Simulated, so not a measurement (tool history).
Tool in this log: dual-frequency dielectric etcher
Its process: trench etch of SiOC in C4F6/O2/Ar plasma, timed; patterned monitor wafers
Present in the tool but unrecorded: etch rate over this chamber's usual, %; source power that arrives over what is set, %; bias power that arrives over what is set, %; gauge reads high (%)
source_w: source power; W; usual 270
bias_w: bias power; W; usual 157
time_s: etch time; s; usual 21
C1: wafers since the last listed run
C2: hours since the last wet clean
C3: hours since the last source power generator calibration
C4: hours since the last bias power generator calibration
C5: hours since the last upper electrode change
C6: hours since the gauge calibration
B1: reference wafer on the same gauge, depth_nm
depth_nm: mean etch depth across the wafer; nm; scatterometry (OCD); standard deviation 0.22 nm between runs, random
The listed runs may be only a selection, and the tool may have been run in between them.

Run 1, hour 0: usual settings but source_w 290 W; C1 0; C2 0.5; C3 4419.6; C4 1497.8; C5 1523.4; C6 1387.6; B1 38.29. Result: depth_nm 36.52 nm.
Run 2, hour 41.5: usual settings but source_w 290 W; C1 452; C2 42; C3 4461.1; C4 1539.3; C5 1564.9; C6 1429.1; B1 38.27. Result: depth_nm 36.43 nm.
Run 3, hour 352.6: usual settings; C1 3394; C2 353.1; C3 4772.2; C4 1850.4; C5 1876; C6 1740.2; B1 38.31. Result: depth_nm 35.31 nm.
At hour 372.6: gauge calibrated.
At hour 428.1: wet clean of the chamber, repeated, since the last time left the tool worse.
Run 4, hour 444.2: usual settings; C1 737; C2 16.1; C3 4863.8; C4 1942; C5 1967.6; C6 71.6; B1 38.34. Result: depth_nm 33.84 nm.
At hour 460.2: source power generator calibrated.
Run 5, hour 487.7: usual settings; C1 430; C2 59.6; C3 27.5; C4 1985.5; C5 2011.1; C6 115.1; B1 38.44. Result: depth_nm 33.61 nm.
Run 6, hour 529.6: usual settings; C1 457; C2 101.5; C3 69.4; C4 2027.4; C5 2053; C6 157; B1 38.32. Result: depth_nm 34.01 nm.
Run 7, hour 588.5: usual settings; C1 642; C2 160.4; C3 128.3; C4 2086.3; C5 2111.9; C6 215.9; B1 38.14. Result: depth_nm 34.11 nm.
Run 8, hour 682.5: usual settings; C1 1025; C2 254.4; C3 222.3; C4 2180.3; C5 2205.9; C6 309.9; B1 38.34. Result: depth_nm 34.06 nm.
Run 9, hour 746.7: usual settings; C1 700; C2 318.6; C3 286.5; C4 2244.5; C5 2270.1; C6 374.1; B1 38.29. Result: depth_nm 34.07 nm.
Run 10, hour 795: usual settings but time_s 18.5 s; C1 526; C2 366.9; C3 334.8; C4 2292.8; C5 2318.4; C6 422.4; B1 38.37. Result: depth_nm 30.28 nm.
At hour 890.1: wet clean of the chamber.
Run 11, hour 890.6: usual settings but time_s 17 s; C1 781; C2 0.5; C3 430.4; C4 2388.4; C5 2414; C6 518; B1 38.33. Result: depth_nm 26.9 nm.
Run 12, hour 925.8: usual settings but source_w 220 W, bias_w 182 W, time_s 16 s; C1 384; C2 35.7; C3 465.6; C4 2423.6; C5 2449.2; C6 553.2; B1 38.39. Result: depth_nm 24.77 nm.
Run 13, hour 1047: usual settings but bias_w 168 W, time_s 25 s; C1 1322; C2 156.9; C3 586.8; C4 2544.8; C5 2570.4; C6 674.4; B1 38.31. Result: depth_nm 41.25 nm.
Run 14, hour 1132.9: usual settings; C1 937; C2 242.8; C3 672.7; C4 2630.7; C5 2656.3; C6 760.3; B1 38.31. Result: depth_nm 33.95 nm.
Run 15, hour 1199.8: usual settings; C1 729; C2 309.7; C3 739.6; C4 2697.6; C5 2723.2; C6 827.2; B1 38.35. Result: depth_nm 34.09 nm.
At hour 1249: bias power generator calibrated.
At hour 1293.9: upper electrode replaced.
Run 16, hour 1294.4: usual settings but source_w 290 W, bias_w 145 W, time_s 26.5 s; C1 726; C2 404.3; C3 834.2; C4 45.4; C5 0.5; C6 921.8; B1 38.43. Result: depth_nm 43.81 nm.
Run 17, hour 1330.9: usual settings but source_w 210 W, bias_w 186 W; C1 398; C2 440.8; C3 870.7; C4 81.9; C5 37; C6 958.3; B1 38.26. Result: depth_nm 32.41 nm.
At hour 1392.6: wet clean of the chamber.
Run 18, hour 1425.7: usual settings but source_w 300 W; C1 772; C2 33.1; C3 965.5; C4 176.7; C5 131.8; C6 1053.1; B1 38.39. Result: depth_nm 35.41 nm.
Run 19, hour 1515.4: usual settings but source_w 310 W; C1 978; C2 122.8; C3 1055.2; C4 266.4; C5 221.5; C6 1142.8; B1 38.24. Result: depth_nm 36.54 nm.
Run 20, hour 1560.8: usual settings but source_w 210 W, bias_w 191 W, time_s 17.5 s; C1 495; C2 168.2; C3 1100.6; C4 311.8; C5 266.9; C6 1188.2; B1 38.3. Result: depth_nm 27.27 nm.
Run 21, hour 1640.9: usual settings but source_w 250 W, bias_w 172 W, time_s 19 s; C1 873; C2 248.3; C3 1180.7; C4 391.9; C5 347; C6 1268.3; B1 38.27. Result: depth_nm 30.93 nm.
Run 22, hour 1677.2: usual settings; C1 396; C2 284.6; C3 1217; C4 428.2; C5 383.3; C6 1304.6; B1 38.3. Result: depth_nm 34.24 nm.
Run 23, hour 1723.7: usual settings but source_w 300 W, bias_w 182 W, time_s 16.5 s; C1 507; C2 331.1; C3 1263.5; C4 474.7; C5 429.8; C6 1351.1; B1 38.27. Result: depth_nm 29.55 nm.
Run 24, hour 1805.5: usual settings but source_w 200 W; C1 892; C2 412.9; C3 1345.3; C4 556.5; C5 511.6; C6 1432.9; B1 38.38. Result: depth_nm 29.97 nm.
Run 25, hour 1859: usual settings; C1 583; C2 466.4; C3 1398.8; C4 610; C5 565.1; C6 1486.4; B1 38.23. Result: depth_nm 34.28 nm.
At hour 1920.9: wet clean of the chamber.
Run 26, hour 1921.4: usual settings but time_s 16.5 s; C1 418; C2 0.5; C3 1461.2; C4 672.4; C5 627.5; C6 1548.8; B1 38.25. Result: depth_nm 26.53 nm.
Run 27, hour 1964.7: usual settings but source_w 240 W, bias_w 137 W, time_s 26.5 s; C1 472; C2 43.8; C3 1504.5; C4 715.7; C5 670.8; C6 1592.1; B1 38.35. Result: depth_nm 38.58 nm.
At hour 2004: gauge calibrated.
Run 28, hour 2025.7: usual settings but source_w 220 W, time_s 19 s; C1 665; C2 104.8; C3 1565.5; C4 776.7; C5 731.8; C6 21.7; B1 38.3. Result: depth_nm 27.56 nm.

Entry by entry between the runs, the difference in hidden state between the last listed run before and the first listed run after:
Run 3 -> run 4: gauge calibrated (hour 372.6); wet clean of the chamber, repeated, since the last time left the tool worse (hour 428.1)
  etch rate over this chamber's usual, %: 6.5 -> 0.121
  what was measured, less what the result would be without the hidden state, depth_nm: +2.16 -> +0.04 nm
Run 4 -> run 5: source power generator calibrated (hour 460.2)
  etch rate over this chamber's usual, %: 0.121 -> 0.371
  what was measured, less what the result would be without the hidden state, depth_nm: +0.04 -> +0.13 nm
Run 10 -> run 11: wet clean of the chamber (hour 890.1)
  etch rate over this chamber's usual, %: 2.14 -> -0.377
  what was measured, less what the result would be without the hidden state, depth_nm: +0.64 -> -0.1 nm
Run 15 -> run 16: bias power generator calibrated (hour 1249); upper electrode replaced (hour 1293.9)
  etch rate over this chamber's usual, %: 1.4 -> 1.94
  what was measured, less what the result would be without the hidden state, depth_nm: +0.47 -> +0.83 nm
Run 17 -> run 18: wet clean of the chamber (hour 1392.6)
  etch rate over this chamber's usual, %: 2.15 -> 0.098
  what was measured, less what the result would be without the hidden state, depth_nm: +0.68 -> +0.03 nm
Run 25 -> run 26: wet clean of the chamber (hour 1920.9)
  etch rate over this chamber's usual, %: 2.59 -> 0.403
  what was measured, less what the result would be without the hidden state, depth_nm: +0.87 -> +0.11 nm
Run 27 -> run 28: gauge calibrated (hour 2004)
  etch rate over this chamber's usual, %: 0.652 -> 1
  what was measured, less what the result would be without the hidden state, depth_nm: +0.25 -> +0.27 nm

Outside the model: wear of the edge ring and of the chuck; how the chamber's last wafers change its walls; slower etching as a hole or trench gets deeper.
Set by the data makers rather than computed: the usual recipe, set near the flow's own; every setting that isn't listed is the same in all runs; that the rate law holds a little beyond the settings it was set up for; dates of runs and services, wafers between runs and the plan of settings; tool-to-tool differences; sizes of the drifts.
